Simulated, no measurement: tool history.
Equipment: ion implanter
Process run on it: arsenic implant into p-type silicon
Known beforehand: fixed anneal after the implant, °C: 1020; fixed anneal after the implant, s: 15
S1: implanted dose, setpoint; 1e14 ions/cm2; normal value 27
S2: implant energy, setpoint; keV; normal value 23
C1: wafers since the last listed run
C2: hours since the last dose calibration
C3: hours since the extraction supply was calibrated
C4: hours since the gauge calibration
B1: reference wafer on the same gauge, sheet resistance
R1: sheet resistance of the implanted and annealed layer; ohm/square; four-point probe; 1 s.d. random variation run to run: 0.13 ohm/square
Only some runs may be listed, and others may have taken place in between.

run	hour	S1	S2	C1	C2	C3	C4	B1	R1
1	0	27	23	0	2091.9	2394.2	81.4	98.02	88.26
2	9.1	27	18.5	233	2101	2403.3	90.5	98.08	95.2
3	25.7	27	18.5	425	2117.6	2419.9	107.1	98.06	95.21
4	39.1	27	23	343	2131	2433.3	120.5	98.11	88.12
5	56	27	23	432	2147.9	2450.2	137.4	98.08	88.06
6	64.2	27	23	210	2156.1	2458.4	145.6	98.08	88.32
7	75.6	27	23	291	2167.5	2469.8	157	98.1	88.38
8	91.6	27	23	409	2183.5	2485.8	173	98.09	88
9	106.6	27	23	384	2198.5	2500.8	188	98.09	88.16
10	122.2	27	23	399	2214.1	2516.4	203.6	98.09	88.15
11	138.6	27	23	420	2230.5	2532.8	220	98.11	88.11
# hour 152.4: Faraday cup replaced and dose calibrated
12	152.9	27	23	161	0.5	2547.1	234.3	98.08	88.17
13	160.2	27	23	186	7.8	2554.4	241.6	98.1	87.96
14	171.7	27	23	294	19.3	2565.9	253.1	98.07	88.17
15	181.4	27	23	248	29	2575.6	262.8	98.07	87.87
16	188.3	27	23	176	35.9	2582.5	269.7	98.12	88.09
# hour 230.6: extraction supply calibrated
17	231.1	27	25.5	891	78.7	0.5	312.5	98.1	84.47
18	240	27	25.5	227	87.6	9.4	321.4	98.08	84.63
19	249.8	27	23	251	97.4	19.2	331.2	98.1	88.3
20	266.8	23.35	20.5	435	114.4	36.2	348.2	98.08	93.92
21	273.1	23.74	23	161	120.7	42.5	354.5	98.07	90.04
22	280	27	23	176	127.6	49.4	361.4	98.07	88.25
23	291.5	30.24	27.5	294	139.1	60.9	372.9	98.07	80.72
# hour 304.6: gauge calibrated
24	336.7	34.81	25.5	1157	184.3	106.1	32.1	98.09	81.5
25	347.3	27	23	271	194.9	116.7	42.7	98.05	87.82
26	357.3	27	23	256	204.9	126.7	52.7	98.07	88.25
27	368	27	23	274	215.6	137.4	63.4	98.11	88.22
28	379.1	30.53	27	284	226.7	148.5	74.5	98.1	81.4
29	391.3	22.46	17.5	312	238.9	160.7	86.7	98.07	99.48
30	403.3	32.67	16	307	250.9	172.7	98.7	98.07	96.51
31	416.2	19.58	23	330	263.8	185.6	111.6	98.1	93.52
32	434.1	22.46	17.5	458	281.7	203.5	129.5	98.05	99.42
33	440.9	27	23	174	288.5	210.3	136.3	98.09	88.33
34	452.8	27	30.5	304	300.4	222.2	148.2	98.18	78.7
35	460.1	33.16	23	186	307.7	229.5	155.5	98.07	85.48
36	467.6	27	23	192	315.2	237	163	98.1	87.97
37	482.6	34.4	23	384	330.2	252	178	98.08	85.08
38	494.2	27	23	297	341.8	263.6	189.6	98.09	88.07

Predict each of these 3 candidate next runs independently; none follows another, all start after run 38:
A	494.6	31.7	23	10	342.2	264	190	?	?
B	494.6	34.49	26.5	10	342.2	264	190	?	?
C	494.6	31.26	16.5	10	342.2	264	190	?	?

run	B1	R1
A	98.06	86.24
B	98.06	80.5
C	98.06	96.55
What these runs would have given with no unlogged condition in the tool:
run	R1
A	86.24
B	80.5
C	96.55

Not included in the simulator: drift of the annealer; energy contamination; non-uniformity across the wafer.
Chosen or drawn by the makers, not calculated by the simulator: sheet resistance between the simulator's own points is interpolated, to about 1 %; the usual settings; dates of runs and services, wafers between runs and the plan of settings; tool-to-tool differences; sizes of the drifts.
